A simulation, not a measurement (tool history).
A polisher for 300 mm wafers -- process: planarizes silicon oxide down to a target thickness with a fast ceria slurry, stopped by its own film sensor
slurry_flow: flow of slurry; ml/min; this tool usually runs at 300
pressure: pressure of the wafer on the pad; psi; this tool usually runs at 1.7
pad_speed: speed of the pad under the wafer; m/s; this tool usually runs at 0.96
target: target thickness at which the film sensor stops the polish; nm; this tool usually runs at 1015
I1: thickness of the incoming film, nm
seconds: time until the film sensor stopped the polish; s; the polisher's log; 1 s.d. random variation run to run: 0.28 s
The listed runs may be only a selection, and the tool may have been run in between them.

run 1 hour=0 | slurry_flow=300 pressure=1.7 pad_speed=0.96 target=1015 | I1=1695.6 | seconds=73.3
run 2 hour=10.3 | slurry_flow=300 pressure=1.7 pad_speed=0.96 target=1015 | I1=1706.1 | seconds=74.9
run 3 hour=17.7 | slurry_flow=300 pressure=1.7 pad_speed=0.96 target=1015 | I1=1698.8 | seconds=74.6
run 4 hour=25.1 | slurry_flow=300 pressure=1.7 pad_speed=0.96 target=1015 | I1=1715.2 | seconds=77.2
run 5 hour=41.8 | slurry_flow=300 pressure=1.7 pad_speed=0.96 target=1015 | I1=1683.6 | seconds=74.7
run 6 hour=56.5 | slurry_flow=300 pressure=1.7 pad_speed=0.96 target=1015 | I1=1681.9 | seconds=75.9
-- hour=61.3 worn pad replaced by a new one
run 7 hour=69.8 | slurry_flow=300 pressure=1.7 pad_speed=0.96 target=1015 | I1=1696.2 | seconds=73.9
run 8 hour=79.5 | slurry_flow=300 pressure=1.7 pad_speed=0.96 target=1015 | I1=1737.3 | seconds=77.9
run 9 hour=89.4 | slurry_flow=335 pressure=2.1 pad_speed=0.96 target=1015 | I1=1721.8 | seconds=62.5
-- hour=122.4 head pressure recalibrated
run 10 hour=128.8 | slurry_flow=300 pressure=1.7 pad_speed=0.82 target=1114 | I1=1723.9 | seconds=81.8
-- hour=140.3 worn pad replaced by a new one
run 11 hour=140.8 | slurry_flow=380 pressure=2 pad_speed=1.16 target=931 | I1=1711 | seconds=59.2
-- hour=145 slurry nozzle cleaned
run 12 hour=153.9 | slurry_flow=300 pressure=1.7 pad_speed=0.96 target=1015 | I1=1699.4 | seconds=69.6
run 13 hour=166.8 | slurry_flow=300 pressure=1.7 pad_speed=0.62 target=1015 | I1=1685.2 | seconds=105.8
run 14 hour=181.5 | slurry_flow=300 pressure=1.3 pad_speed=1.16 target=1165 | I1=1732 | seconds=61.3

Here are 3 independent what-if runs from the current tool condition. What would each one return?
run A hour=181.9 | slurry_flow=300 pressure=1.7 pad_speed=0.96 target=1250 | I1=1706 | seconds=?
run B hour=181.9 | slurry_flow=300 pressure=1.7 pad_speed=0.82 target=1015 | I1=1706 | seconds=?
run C hour=181.9 | slurry_flow=390 pressure=1.1 pad_speed=0.96 target=1128 | I1=1706 | seconds=?

run=A seconds=47
run=B seconds=83.4
run=C seconds=85.5
Take away the tool's hidden state, keep each run's random variation, and the runs would have read:
run=A seconds=46.1
run=B seconds=81.7
run=C seconds=83.8
